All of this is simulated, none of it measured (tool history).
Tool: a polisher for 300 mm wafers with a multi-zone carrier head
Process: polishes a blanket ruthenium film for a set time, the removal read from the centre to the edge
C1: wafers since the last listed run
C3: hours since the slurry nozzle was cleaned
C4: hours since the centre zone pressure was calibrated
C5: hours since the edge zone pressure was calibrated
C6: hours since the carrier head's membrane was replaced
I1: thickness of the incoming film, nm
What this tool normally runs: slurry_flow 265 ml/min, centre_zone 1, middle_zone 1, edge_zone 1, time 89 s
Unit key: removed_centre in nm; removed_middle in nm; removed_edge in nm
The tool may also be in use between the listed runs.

run 1 hour=0 | slurry_flow=265 centre_zone=1 middle_zone=1 edge_zone=1 time=89 | C1=0 wafers_polished_on_this_pad=444 C3=476.2 C4=387.9 C5=364.7 C6=1031.6 | I1=349.2 | removed_centre=70.7 removed_middle=70.6 removed_edge=72.2
run 2 hour=7.8 | slurry_flow=265 centre_zone=1 middle_zone=1 edge_zone=1 time=89 | C1=82 wafers_polished_on_this_pad=526 C3=484 C4=395.7 C5=372.5 C6=1039.4 | I1=348.7 | removed_centre=70.6 removed_middle=73.6 removed_edge=73
-- hour=36.1 worn pad replaced by a new one
run 3 hour=55.4 | slurry_flow=265 centre_zone=1 middle_zone=1 edge_zone=1 time=89 | C1=461 wafers_polished_on_this_pad=204 C3=531.6 C4=443.3 C5=420.1 C6=1087 | I1=349.3 | removed_centre=71 removed_middle=72.3 removed_edge=74
run 4 hour=67.8 | slurry_flow=265 centre_zone=1 middle_zone=1 edge_zone=1 time=89 | C1=131 wafers_polished_on_this_pad=335 C3=544 C4=455.7 C5=432.5 C6=1099.4 | I1=355.7 | removed_centre=71.9 removed_middle=69.6 removed_edge=70.7
run 5 hour=82.1 | slurry_flow=265 centre_zone=1 middle_zone=1 edge_zone=1.03 time=113 | C1=151 wafers_polished_on_this_pad=487 C3=558.3 C4=470 C5=446.8 C6=1113.7 | I1=349.7 | removed_centre=89.1 removed_middle=88.6 removed_edge=92.8
-- hour=102.4 worn pad replaced by a new one
run 6 hour=102.9 | slurry_flow=265 centre_zone=1 middle_zone=1 edge_zone=1.03 time=113 | C1=178 wafers_polished_on_this_pad=5 C3=579.1 C4=490.8 C5=467.6 C6=1134.5 | I1=350.3 | removed_centre=89.6 removed_middle=88.8 removed_edge=91.8
run 7 hour=113.2 | slurry_flow=265 centre_zone=1 middle_zone=1.08 edge_zone=1 time=89 | C1=109 wafers_polished_on_this_pad=114 C3=589.4 C4=501.1 C5=477.9 C6=1144.8 | I1=348.3 | removed_centre=70.2 removed_middle=76.3 removed_edge=74.2
run 8 hour=119.6 | slurry_flow=265 centre_zone=1 middle_zone=1.08 edge_zone=1 time=89 | C1=67 wafers_polished_on_this_pad=182 C3=595.8 C4=507.5 C5=484.3 C6=1151.2 | I1=350.1 | removed_centre=69.5 removed_middle=74.2 removed_edge=71.4
run 9 hour=132.7 | slurry_flow=265 centre_zone=1 middle_zone=1 edge_zone=1 time=89 | C1=138 wafers_polished_on_this_pad=321 C3=608.9 C4=520.6 C5=497.4 C6=1164.3 | I1=350.4 | removed_centre=71.3 removed_middle=70.6 removed_edge=71.1
run 10 hour=146.3 | slurry_flow=265 centre_zone=1 middle_zone=1 edge_zone=1 time=89 | C1=144 wafers_polished_on_this_pad=465 C3=622.5 C4=534.2 C5=511 C6=1177.9 | I1=349.2 | removed_centre=69.7 removed_middle=69.2 removed_edge=72.2
-- hour=161.2 carrier head's membrane replaced by a new one
run 11 hour=161.7 | slurry_flow=265 centre_zone=1 middle_zone=1 edge_zone=1 time=89 | C1=110 wafers_polished_on_this_pad=575 C3=637.9 C4=549.6 C5=526.4 C6=0.5 | I1=343.2 | removed_centre=68.9 removed_middle=70.9 removed_edge=71.4
-- hour=178 worn pad replaced by a new one
-- hour=178.1 slurry nozzle cleaned
run 12 hour=199.7 | slurry_flow=265 centre_zone=0.93 middle_zone=0.95 edge_zone=1.1 time=89 | C1=359 wafers_polished_on_this_pad=228 C3=21.6 C4=587.6 C5=564.4 C6=38.5 | I1=344.9 | removed_centre=70.9 removed_middle=71.2 removed_edge=78.6
-- hour=205.8 edge zone pressure recalibrated
run 13 hour=213.6 | slurry_flow=265 centre_zone=1 middle_zone=1 edge_zone=1 time=89 | C1=126 wafers_polished_on_this_pad=354 C3=35.5 C4=601.5 C5=7.8 C6=52.4 | I1=349.3 | removed_centre=74.3 removed_middle=75.3 removed_edge=75.7
run 14 hour=220.5 | slurry_flow=265 centre_zone=1 middle_zone=1 edge_zone=1 time=89 | C1=73 wafers_polished_on_this_pad=427 C3=42.4 C4=608.4 C5=14.7 C6=59.3 | I1=345.6 | removed_centre=74 removed_middle=73.4 removed_edge=74.8
run 15 hour=233 | slurry_flow=265 centre_zone=1.09 middle_zone=1 edge_zone=1 time=89 | C1=132 wafers_polished_on_this_pad=560 C3=54.9 C4=620.9 C5=27.2 C6=71.8 | I1=348.8 | removed_centre=81.7 removed_middle=74.1 removed_edge=74.3
-- hour=241.8 worn pad replaced by a new one
run 16 hour=246.9 | slurry_flow=265 centre_zone=1 middle_zone=1 edge_zone=1 time=89 | C1=104 wafers_polished_on_this_pad=53 C3=68.8 C4=634.8 C5=41.1 C6=85.7 | I1=353.9 | removed_centre=74.2 removed_middle=74.4 removed_edge=74.4
run 17 hour=253.2 | slurry_flow=210 centre_zone=0.89 middle_zone=1 edge_zone=1 time=99 | C1=66 wafers_polished_on_this_pad=120 C3=75.1 C4=641.1 C5=47.4 C6=92 | I1=347.4 | removed_centre=71 removed_middle=80.8 removed_edge=80.1
-- hour=261 centre zone pressure recalibrated
run 18 hour=270.9 | slurry_flow=290 centre_zone=0.96 middle_zone=1 edge_zone=1 time=89 | C1=166 wafers_polished_on_this_pad=286 C3=92.8 C4=9.9 C5=65.1 C6=109.7 | I1=356.4 | removed_centre=73.4 removed_middle=75.2 removed_edge=75.4
run 19 hour=285.7 | slurry_flow=265 centre_zone=1.1 middle_zone=1 edge_zone=1 time=75 | C1=156 wafers_polished_on_this_pad=443 C3=107.6 C4=24.7 C5=79.9 C6=124.5 | I1=347.3 | removed_centre=68.7 removed_middle=62.5 removed_edge=62.9
run 20 hour=302.9 | slurry_flow=320 centre_zone=0.94 middle_zone=0.9 edge_zone=1 time=70 | C1=182 wafers_polished_on_this_pad=625 C3=124.8 C4=41.9 C5=97.1 C6=141.7 | I1=354 | removed_centre=56.2 removed_middle=55.7 removed_edge=58.9
-- hour=310.4 worn pad replaced by a new one
run 21 hour=315.8 | slurry_flow=265 centre_zone=1 middle_zone=1.09 edge_zone=1 time=89 | C1=94 wafers_polished_on_this_pad=57 C3=137.7 C4=54.8 C5=110 C6=154.6 | I1=344.6 | removed_centre=74.6 removed_middle=79.8 removed_edge=73.8
run 22 hour=323.4 | slurry_flow=265 centre_zone=1.08 middle_zone=0.89 edge_zone=0.96 time=67 | C1=80 wafers_polished_on_this_pad=138 C3=145.3 C4=62.4 C5=117.6 C6=162.2 | I1=349.6 | removed_centre=60.9 removed_middle=51.1 removed_edge=56
run 23 hour=332.2 | slurry_flow=315 centre_zone=1 middle_zone=1 edge_zone=1.11 time=89 | C1=93 wafers_polished_on_this_pad=231 C3=154.1 C4=71.2 C5=126.4 C6=171 | I1=348.7 | removed_centre=76.7 removed_middle=74.9 removed_edge=80.9

What if the next run were any one of these 3? Each begins from the tool's condition after run 23:
run A hour=332.7 | slurry_flow=265 centre_zone=1 middle_zone=1 edge_zone=1 time=89 | C1=5 wafers_polished_on_this_pad=236 C3=154.6 C4=71.7 C5=126.9 C6=171.5 | I1=353 | removed_centre=? removed_middle=? removed_edge=?
run B hour=332.7 | slurry_flow=265 centre_zone=0.89 middle_zone=0.93 edge_zone=1 time=99 | C1=5 wafers_polished_on_this_pad=236 C3=154.6 C4=71.7 C5=126.9 C6=171.5 | I1=353 | removed_centre=? removed_middle=? removed_edge=?
run C hour=332.7 | slurry_flow=265 centre_zone=1 middle_zone=1 edge_zone=0.96 time=89 | C1=5 wafers_polished_on_this_pad=236 C3=154.6 C4=71.7 C5=126.9 C6=171.5 | I1=353 | removed_centre=? removed_middle=? removed_edge=?

run=A removed_centre=75.2 removed_middle=72.7 removed_edge=72.5
run=B removed_centre=74.8 removed_middle=76.7 removed_edge=80.7
run=C removed_centre=75.2 removed_middle=72.7 removed_edge=71.1
With no hidden state in the tool, these same runs would have given:
run=A removed_centre=76.9 removed_middle=74.2 removed_edge=73.6
run=B removed_centre=76.5 removed_middle=78.3 removed_edge=81.9
run=C removed_centre=76.9 removed_middle=74.2 removed_edge=72.2
